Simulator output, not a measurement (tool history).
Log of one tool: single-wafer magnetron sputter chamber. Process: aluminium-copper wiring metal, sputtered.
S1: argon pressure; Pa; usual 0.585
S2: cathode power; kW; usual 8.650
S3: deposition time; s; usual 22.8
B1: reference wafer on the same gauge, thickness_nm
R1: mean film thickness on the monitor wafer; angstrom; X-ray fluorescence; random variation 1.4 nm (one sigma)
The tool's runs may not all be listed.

run	hour	S1	S2	S3	B1	R1
1	0.0	0.585	8.650	22.8	328.237	3174.12
2	21.5	0.585	8.650	22.8	327.873	3186.44
3	45.2	0.585	8.650	21.1	328.114	2911.89
4	80.8	0.585	8.650	23.9	327.497	3324.49
5	104.3	0.585	8.650	23.9	328.142	3279.61
6	136.2	0.585	8.650	23.9	327.878	3300.05
7	148.6	0.585	8.650	22.8	327.791	3147.21
# hour 164.9: sputter target and shields replaced
8	165.4	0.585	8.650	22.8	327.976	3228.99
9	186.8	0.585	8.650	22.8	327.920	3223.46
# hour 206.6: gauge calibrated
10	214.9	0.585	8.650	22.8	328.160	3191.23
11	228.1	0.405	8.050	25.5	328.009	3789.56
# hour 253.5: magnet pack replaced
12	254.0	0.395	7.600	19.3	327.705	2675.07
13	286.3	0.585	8.650	20.9	327.728	2913.17
# hour 307.1: capacitance manometer re-zeroed and calibrated
14	320.8	0.585	7.850	22.8	327.939	2874.80
15	340.6	0.585	9.550	21.4	328.031	3293.51
16	364.5	0.585	8.650	22.8	328.162	3153.67
17	390.1	0.752	8.650	26.7	328.223	3310.73
18	411.8	0.585	10.600	27.0	328.317	4592.41
19	428.3	0.751	10.650	23.9	328.379	3644.40

Measured less the same run without the tool's hidden state. The same run-to-run variation is in both; the gauge's scatter may not be:
The hidden state here: deposition rate above that of a new target (%); true argon pressure above the setpoint (%); gauge reads high (%).
run	R1
1	-62.52
2	-69.97
3	-69.55
4	-86.32
5	-88.35
6	-92.10
7	-88.74
8	-1.27
9	-21.42
10	-41.19
11	-57.75
12	-50.62
13	-64.80
14	-70.93
15	-84.61
16	-84.04
17	-90.79
18	-128.24
19	-102.88
